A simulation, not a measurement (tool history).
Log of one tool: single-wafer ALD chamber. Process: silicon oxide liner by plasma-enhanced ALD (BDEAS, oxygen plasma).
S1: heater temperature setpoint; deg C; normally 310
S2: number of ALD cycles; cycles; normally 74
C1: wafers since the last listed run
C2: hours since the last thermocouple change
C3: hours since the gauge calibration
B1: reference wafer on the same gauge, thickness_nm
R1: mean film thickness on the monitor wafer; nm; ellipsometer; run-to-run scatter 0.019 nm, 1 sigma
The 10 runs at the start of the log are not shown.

run 11 hour=880.5 | S1=310 S2=74 | C1=323 C2=1002 C3=1875.5 | B1=8.119 | R1=7.612
run 12 hour=950 | S1=310 S2=74 | C1=447 C2=1071.5 C3=1945 | B1=8.122 | R1=7.642
run 13 hour=1057.6 | S1=319 S2=74 | C1=693 C2=1179.1 C3=2052.6 | B1=8.124 | R1=7.561
-- hour=1104.9 thermocouple changed; heater temperature recalibrated
run 14 hour=1159.5 | S1=319 S2=74 | C1=604 C2=54.6 C3=2154.5 | B1=8.129 | R1=7.546
run 15 hour=1217.9 | S1=310 S2=74 | C1=376 C2=113 C3=2212.9 | B1=8.12 | R1=7.649
run 16 hour=1282.9 | S1=310 S2=74 | C1=418 C2=178 C3=2277.9 | B1=8.111 | R1=7.626
run 17 hour=1493.5 | S1=302 S2=78 | C1=1356 C2=388.6 C3=2488.5 | B1=8.125 | R1=8.103
run 18 hour=1568.7 | S1=310 S2=74 | C1=484 C2=463.8 C3=2563.7 | B1=8.113 | R1=7.614
run 19 hour=1611.6 | S1=324 S2=79 | C1=276 C2=506.7 C3=2606.6 | B1=8.123 | R1=7.977
run 20 hour=1696.1 | S1=303 S2=64 | C1=544 C2=591.2 C3=2691.1 | B1=8.121 | R1=6.634
run 21 hour=1799.2 | S1=318 S2=62 | C1=664 C2=694.3 C3=2794.2 | B1=8.123 | R1=6.312
run 22 hour=1855.5 | S1=300 S2=69 | C1=362 C2=750.6 C3=2850.5 | B1=8.124 | R1=7.217
run 23 hour=1962.2 | S1=310 S2=74 | C1=687 C2=857.3 C3=2957.2 | B1=8.118 | R1=7.604
run 24 hour=2058.2 | S1=310 S2=74 | C1=618 C2=953.3 C3=3053.2 | B1=8.12 | R1=7.616
run 25 hour=2122.8 | S1=310 S2=80 | C1=416 C2=1017.9 C3=3117.8 | B1=8.121 | R1=8.242
run 26 hour=2199.3 | S1=310 S2=88 | C1=492 C2=1094.4 C3=3194.3 | B1=8.12 | R1=9.082
run 27 hour=2256.7 | S1=305 S2=67 | C1=369 C2=1151.8 C3=3251.7 | B1=8.125 | R1=6.918
-- hour=2314.5 gauge calibrated
run 28 hour=2318.7 | S1=310 S2=74 | C1=399 C2=1213.8 C3=4.2 | B1=8.123 | R1=7.644
-- hour=2346 thermocouple changed; heater temperature recalibrated
run 29 hour=2422.9 | S1=310 S2=74 | C1=619 C2=76.9 C3=108.4 | B1=8.122 | R1=7.591
run 30 hour=2514.8 | S1=324 S2=69 | C1=592 C2=168.8 C3=200.3 | B1=8.127 | R1=6.99
run 31 hour=2597.3 | S1=324 S2=79 | C1=531 C2=251.3 C3=282.8 | B1=8.128 | R1=8.009
run 32 hour=2913.3 | S1=310 S2=74 | C1=2035 C2=567.3 C3=598.8 | B1=8.119 | R1=7.62
run 33 hour=2966.2 | S1=310 S2=60 | C1=340 C2=620.2 C3=651.7 | B1=8.118 | R1=6.15
run 34 hour=3056 | S1=298 S2=74 | C1=578 C2=710 C3=741.5 | B1=8.117 | R1=7.71

What if the next run were any one of these 3? Each begins from the tool's condition after run 34:
run A hour=3056.5 | S1=310 S2=74 | C1=3 C2=710.5 C3=742 | B1=? | R1=?
run B hour=3056.5 | S1=318 S2=68 | C1=3 C2=710.5 C3=742 | B1=? | R1=?
run C hour=3056.5 | S1=296 S2=69 | C1=3 C2=710.5 C3=742 | B1=? | R1=?

run=A B1=8.116 R1=7.639
run=B B1=8.116 R1=6.95
run=C B1=8.116 R1=7.285
Stripped of hidden state, with their random variation kept, the same runs would have yielded:
run=A R1=7.639
run=B R1=6.95
run=C R1=7.285
